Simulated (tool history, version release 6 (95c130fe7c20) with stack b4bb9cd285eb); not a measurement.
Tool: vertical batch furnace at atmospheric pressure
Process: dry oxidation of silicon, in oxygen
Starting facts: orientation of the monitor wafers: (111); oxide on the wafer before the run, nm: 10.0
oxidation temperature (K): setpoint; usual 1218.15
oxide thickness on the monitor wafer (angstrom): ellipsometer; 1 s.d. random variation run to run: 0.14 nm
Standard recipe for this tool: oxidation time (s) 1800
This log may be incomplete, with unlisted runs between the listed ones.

run    hour  oxidation temperature (K)  oxidation time (s)  read-back reference wafer on the same gauge, thickness  oxide thickness on the monitor wafer (angstrom)
  1     0.0                    1198.15                2040                                                   30.22                                            293.6
  2    24.6                    1218.15                1800                                                   30.20                                            313.3
  3    76.1                    1218.15                1800                                                   30.19                                            311.6
  4   143.6                    1218.15                1800                                                   30.18                                            313.8
  5   168.4                    1218.15                1800                                                   30.17                                            312.5
  6   231.5                    1218.15                1800                                                   30.17                                            311.3
  7   262.8                    1229.15                1230                                                   30.23                                            273.1
      387.6  -- thermocouples replaced and temperature profile calibrated
  8   460.1                    1202.15                1800                                                   30.20                                            279.6
  9   488.9                    1202.15                1800                                                   30.20                                            277.6
 10   543.0                    1218.15                1800                                                   30.21                                            313.6
 11   594.6                    1208.15                2460                                                   30.23                                            348.8
 12   632.0                    1197.15                 930                                                   30.16                                            196.7
 13   686.3                    1218.15                1800                                                   30.18                                            312.3
 14   711.0                    1218.15                1800                                                   30.21                                            312.6
      741.6  -- gauge calibrated
 15   754.9                    1195.15                1800                                                   30.19                                            267.4
      846.4  -- boat lift adjusted
 16   846.9                    1218.15                1800                                                   30.20                                            310.9
 17   886.5                    1209.15                1380                                                   30.17                                            257.3
 18   955.2                    1218.15                2640                                                   30.23                                            389.0
 19  1010.5                    1194.15                1380                                                   30.18                                            231.8
 20  1177.2                    1233.15                 930                                                   30.17                                            244.4

Run-by-run hidden state of the tool:
true tube temperature minus thermocouple reading, K: 0 in every run
monitor wafer colder than the profiled boat position, K: 0 in every run
gauge reads high (%): 0 in every run
